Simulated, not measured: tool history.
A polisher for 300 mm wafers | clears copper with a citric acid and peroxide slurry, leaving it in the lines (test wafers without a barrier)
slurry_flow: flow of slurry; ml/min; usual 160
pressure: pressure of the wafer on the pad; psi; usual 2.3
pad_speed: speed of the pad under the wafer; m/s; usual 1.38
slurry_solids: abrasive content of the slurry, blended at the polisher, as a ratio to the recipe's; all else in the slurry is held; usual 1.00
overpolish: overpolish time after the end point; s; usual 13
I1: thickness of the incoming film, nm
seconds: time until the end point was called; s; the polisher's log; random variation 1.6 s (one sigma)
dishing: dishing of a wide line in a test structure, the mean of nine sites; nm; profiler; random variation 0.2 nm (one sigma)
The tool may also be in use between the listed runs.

{"run": 1, "day": 0.0, "slurry_flow": 160, "pressure": 2.3, "pad_speed": 1.38, "slurry_solids": 1.0, "overpolish": 16, "I1": 361.9, "seconds": 164.4, "dishing": 18.0}
{"run": 2, "day": 2.279, "slurry_flow": 160, "pressure": 2.3, "pad_speed": 1.38, "slurry_solids": 1.0, "overpolish": 16, "I1": 358.8, "seconds": 164.2, "dishing": 17.7}
{"run": 3, "day": 4.692, "slurry_flow": 160, "pressure": 2.3, "pad_speed": 1.38, "slurry_solids": 0.95, "overpolish": 13, "I1": 364.2, "seconds": 168.4, "dishing": 15.1}
{"day": 5.638, "done": "worn pad replaced by a new one"}
{"run": 4, "day": 6.404, "slurry_flow": 160, "pressure": 2.3, "pad_speed": 1.38, "slurry_solids": 0.95, "overpolish": 13, "I1": 357.7, "seconds": 166.1, "dishing": 14.7}
{"run": 5, "day": 7.404, "slurry_flow": 125, "pressure": 2.3, "pad_speed": 1.38, "slurry_solids": 1.0, "overpolish": 13, "I1": 354.2, "seconds": 165.9, "dishing": 14.5}
{"run": 6, "day": 9.367, "slurry_flow": 160, "pressure": 2.3, "pad_speed": 1.38, "slurry_solids": 1.0, "overpolish": 13, "I1": 354.1, "seconds": 165.3, "dishing": 15.0}
{"run": 7, "day": 11.258, "slurry_flow": 160, "pressure": 2.3, "pad_speed": 1.38, "slurry_solids": 1.0, "overpolish": 13, "I1": 361.0, "seconds": 168.0, "dishing": 14.6}
{"day": 11.388, "done": "slurry blender recalibrated"}
{"day": 13.058, "done": "slurry nozzle cleaned"}
{"day": 13.404, "done": "worn pad replaced by a new one"}
{"run": 8, "day": 13.925, "slurry_flow": 185, "pressure": 2.8, "pad_speed": 1.38, "slurry_solids": 1.0, "overpolish": 13, "I1": 358.3, "seconds": 131.4, "dishing": 18.0}
{"run": 9, "day": 15.492, "slurry_flow": 160, "pressure": 2.3, "pad_speed": 1.38, "slurry_solids": 1.0, "overpolish": 13, "I1": 361.6, "seconds": 159.9, "dishing": 15.8}
{"run": 10, "day": 17.7, "slurry_flow": 160, "pressure": 2.3, "pad_speed": 1.38, "slurry_solids": 1.0, "overpolish": 19, "I1": 356.5, "seconds": 160.1, "dishing": 20.2}
{"day": 18.9, "done": "head pressure recalibrated"}
{"run": 11, "day": 19.188, "slurry_flow": 160, "pressure": 3.0, "pad_speed": 1.38, "slurry_solids": 1.0, "overpolish": 11, "I1": 360.5, "seconds": 129.5, "dishing": 16.3}
{"run": 12, "day": 20.375, "slurry_flow": 160, "pressure": 2.9, "pad_speed": 1.68, "slurry_solids": 1.0, "overpolish": 13, "I1": 356.3, "seconds": 109.6, "dishing": 20.7}
{"day": 21.404, "done": "worn pad replaced by a new one"}
{"run": 13, "day": 22.5, "slurry_flow": 160, "pressure": 2.3, "pad_speed": 1.38, "slurry_solids": 1.0, "overpolish": 18, "I1": 360.4, "seconds": 161.2, "dishing": 19.7}
{"run": 14, "day": 25.017, "slurry_flow": 135, "pressure": 2.3, "pad_speed": 1.38, "slurry_solids": 0.9, "overpolish": 20, "I1": 360.8, "seconds": 172.9, "dishing": 20.5}
{"run": 15, "day": 27.125, "slurry_flow": 160, "pressure": 2.3, "pad_speed": 1.38, "slurry_solids": 1.0, "overpolish": 13, "I1": 357.9, "seconds": 163.5, "dishing": 15.1}
{"day": 27.508, "done": "slurry blender recalibrated"}
{"run": 16, "day": 28.4, "slurry_flow": 160, "pressure": 2.3, "pad_speed": 1.64, "slurry_solids": 1.2, "overpolish": 13, "I1": 363.3, "seconds": 137.1, "dishing": 17.7}
{"day": 28.729, "done": "worn pad replaced by a new one"}
{"run": 17, "day": 29.946, "slurry_flow": 160, "pressure": 2.3, "pad_speed": 1.86, "slurry_solids": 1.0, "overpolish": 13, "I1": 359.3, "seconds": 128.0, "dishing": 18.3}
{"run": 18, "day": 32.679, "slurry_flow": 200, "pressure": 2.3, "pad_speed": 1.38, "slurry_solids": 1.0, "overpolish": 10, "I1": 354.1, "seconds": 161.7, "dishing": 12.4}
{"day": 35.225, "done": "worn pad replaced by a new one"}
{"run": 19, "day": 35.388, "slurry_flow": 160, "pressure": 2.3, "pad_speed": 1.38, "slurry_solids": 1.0, "overpolish": 13, "I1": 361.9, "seconds": 172.6, "dishing": 14.8}
{"run": 20, "day": 36.7, "slurry_flow": 160, "pressure": 2.3, "pad_speed": 1.38, "slurry_solids": 1.0, "overpolish": 13, "I1": 358.0, "seconds": 169.0, "dishing": 14.5}

5 ways to go on from here, each from the tool as it stands after run 20. What would each give?
{"run": "A", "day": 36.721, "slurry_flow": 160, "pressure": 2.3, "pad_speed": 1.38, "slurry_solids": 1.0, "overpolish": 15, "I1": 361.8, "seconds": "?", "dishing": "?"}
{"run": "B", "day": 36.721, "slurry_flow": 160, "pressure": 2.3, "pad_speed": 1.0, "slurry_solids": 0.75, "overpolish": 19, "I1": 361.8, "seconds": "?", "dishing": "?"}
{"run": "C", "day": 36.721, "slurry_flow": 160, "pressure": 2.3, "pad_speed": 1.68, "slurry_solids": 1.0, "overpolish": 13, "I1": 361.8, "seconds": "?", "dishing": "?"}
{"run": "D", "day": 36.721, "slurry_flow": 135, "pressure": 2.3, "pad_speed": 1.6, "slurry_solids": 1.0, "overpolish": 13, "I1": 361.8, "seconds": "?", "dishing": "?"}
{"run": "E", "day": 36.721, "slurry_flow": 160, "pressure": 2.3, "pad_speed": 1.84, "slurry_solids": 1.0, "overpolish": 13, "I1": 361.8, "seconds": "?", "dishing": "?"}

run=A seconds=171.7 dishing=16.7
run=B seconds=245.4 dishing=15.2
run=C seconds=143.1 dishing=17.2
run=D seconds=153.8 dishing=16.2
run=E seconds=131.5 dishing=18.3
Without the tool's hidden state the same runs would have given:
run=A seconds=161.0 dishing=17.5
run=B seconds=230.2 dishing=16.0
run=C seconds=134.2 dishing=18.0
run=D seconds=143.3 dishing=17.2
run=E seconds=123.3 dishing=19.2
